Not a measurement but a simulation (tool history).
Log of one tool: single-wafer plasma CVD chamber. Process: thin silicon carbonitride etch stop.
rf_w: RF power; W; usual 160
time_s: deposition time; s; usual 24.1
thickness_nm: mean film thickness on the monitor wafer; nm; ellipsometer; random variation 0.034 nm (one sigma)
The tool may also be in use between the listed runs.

run	hour	rf_w	time_s	read-back reference wafer on the same gauge, thickness_nm	thickness_nm
1	0	160	24.1	13.298	13.885
2	54.7	140	24.1	13.298	13.413
3	123.1	160	22.3	13.289	12.894
4	171.4	160	24.1	13.306	13.817
5	196.5	160	24.1	13.304	13.821
6	233.9	160	24.1	13.303	13.792
7	407.5	160	24.1	13.292	13.795
8	470.8	160	24.1	13.309	13.715
9	496.3	160	24.1	13.307	13.83
10	545.4	155	20.7	13.307	11.719
11	588.1	155	20.7	13.302	11.695
12	617.3	160	24.1	13.29	13.774
# hour 654: RF generator calibrated
13	677.4	160	24.1	13.303	13.984
14	741.7	160	24.1	13.314	14.006
15	806.1	180	24.1	13.305	14.42
16	850.9	160	21.1	13.308	12.196
17	891.4	170	27.7	13.293	16.327
18	917.3	175	20.3	13.295	12.02
19	961.7	160	24.1	13.301	13.91
# hour 984.8: gauge calibrated
# hour 986.5: showerhead replaced
20	1023.6	190	21.4	13.307	13.009
21	1070.1	170	25.9	13.301	15.236
22	1140.2	190	24.1	13.302	14.569
23	1191	160	24.1	13.297	13.946
24	1260.7	130	25.7	13.307	14.182
25	1320.2	170	24.1	13.293	14.192
# hour 1448.4: thermocouple changed; heater temperature recalibrated
26	1502.3	135	25.8	13.3	14.336
27	1545.7	190	21.4	13.301	12.941
28	1575.6	180	21	13.303	12.49
29	1629.9	135	25.8	13.3	14.308
30	1691.6	160	24.1	13.297	13.906
31	1880.1	180	25.5	13.291	15.078
32	1934	175	19.3	13.297	11.328
33	1984.3	160	24.1	13.301	13.831
34	2012.8	185	21.2	13.292	12.637

Forecast each of these 5 alternatives for the next run:
A	2013.2	160	24.1	?	?
B	2013.2	150	26.8	?	?
C	2013.2	175	26.6	?	?
D	2013.2	175	24.1	?	?
E	2013.2	180	26.7	?	?

run	read-back reference wafer on the same gauge, thickness_nm	thickness_nm
A	13.309	13.853
B	13.309	15.168
C	13.309	15.627
D	13.309	14.159
E	13.309	15.795
Without the tool's hidden state the same runs would have given:
run	thickness_nm
A	14.008
B	15.338
C	15.802
D	14.317
E	15.972
